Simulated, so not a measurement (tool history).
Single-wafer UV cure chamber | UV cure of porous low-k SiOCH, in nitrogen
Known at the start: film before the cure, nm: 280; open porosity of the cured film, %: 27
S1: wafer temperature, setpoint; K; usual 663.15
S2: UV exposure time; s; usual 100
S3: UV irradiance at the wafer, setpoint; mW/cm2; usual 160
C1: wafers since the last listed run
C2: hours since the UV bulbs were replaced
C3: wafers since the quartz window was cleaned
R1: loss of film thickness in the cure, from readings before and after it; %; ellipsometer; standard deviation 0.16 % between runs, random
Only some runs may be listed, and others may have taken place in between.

run 1 hour=0.0 | S1=663.15 S2=100 S3=174 | C1=0 C2=1531.1 C3=944 | R1=9.727
run 2 hour=69.8 | S1=663.15 S2=100 S3=160 | C1=442 C2=1600.9 C3=1387 | R1=9.547
run 3 hour=172.7 | S1=663.15 S2=55 S3=160 | C1=652 C2=1703.8 C3=2040 | R1=6.360
run 4 hour=265.9 | S1=663.15 S2=55 S3=160 | C1=591 C2=1797.0 C3=2631 | R1=6.183
run 5 hour=302.2 | S1=663.15 S2=55 S3=160 | C1=230 C2=1833.3 C3=2861 | R1=6.296
-- hour=338.4 quartz window cleaned
run 6 hour=342.2 | S1=679.15 S2=100 S3=134 | C1=203 C2=1873.3 C3=24 | R1=9.275
run 7 hour=448.5 | S1=679.15 S2=100 S3=134 | C1=674 C2=1979.6 C3=698 | R1=9.032
run 8 hour=552.5 | S1=663.15 S2=100 S3=160 | C1=659 C2=2083.6 C3=1358 | R1=9.237
run 9 hour=597.9 | S1=663.15 S2=125 S3=131 | C1=288 C2=2129.0 C3=1646 | R1=9.395
run 10 hour=691.4 | S1=649.15 S2=155 S3=197 | C1=593 C2=2222.5 C3=2239 | R1=12.113
-- hour=739.2 UV bulbs replaced
run 11 hour=796.3 | S1=663.15 S2=45 S3=160 | C1=614 C2=57.1 C3=2854 | R1=6.805
-- hour=877.5 quartz window cleaned
run 12 hour=878.0 | S1=658.15 S2=100 S3=134 | C1=467 C2=138.8 C3=2 | R1=10.789
run 13 hour=964.1 | S1=655.15 S2=45 S3=182 | C1=546 C2=224.9 C3=549 | R1=7.483
run 14 hour=1064.6 | S1=663.15 S2=100 S3=160 | C1=637 C2=325.4 C3=1186 | R1=10.300
run 15 hour=1105.7 | S1=663.15 S2=100 S3=160 | C1=260 C2=366.5 C3=1447 | R1=10.223
run 16 hour=1284.7 | S1=663.15 S2=100 S3=189 | C1=1135 C2=545.5 C3=2583 | R1=10.580
-- hour=1356.6 quartz window cleaned
run 17 hour=1506.1 | S1=671.15 S2=80 S3=175 | C1=1354 C2=766.9 C3=948 | R1=9.555
run 18 hour=1582.8 | S1=672.15 S2=55 S3=149 | C1=486 C2=843.6 C3=1435 | R1=6.845

What differs in the tool's unlogged condition from the final listed run ahead of each entry between runs to the first listed run following it?
Between runs 5 and 6: quartz window cleaned (hour 338.4)
  lamp output below its setpoint, %: 33.6 -> 33.7; transmission lost against a clean window, %: 21.7 -> 1.61
  the result without the hidden state subtracted from the measured one, R1: -3.008 -> -2.052 %
Between runs 10 and 11: UV bulbs replaced (hour 739.2)
  lamp output below its setpoint, %: 34.7 -> 6.72; transmission lost against a clean window, %: 19.9 -> 21
  the result without the hidden state subtracted from the measured one, R1: -3.418 -> -1.375 %
Between runs 11 and 12: quartz window cleaned (hour 877.5)
  lamp output below its setpoint, %: 6.72 -> 10.1; transmission lost against a clean window, %: 21 -> 3.38
  the result without the hidden state subtracted from the measured one, R1: -1.375 -> -0.713 %
Between runs 16 and 17: quartz window cleaned (hour 1356.6)
  lamp output below its setpoint, %: 22.1 -> 26.2; transmission lost against a clean window, %: 22.7 -> 13
  the result without the hidden state subtracted from the measured one, R1: -2.569 -> -2.201 %
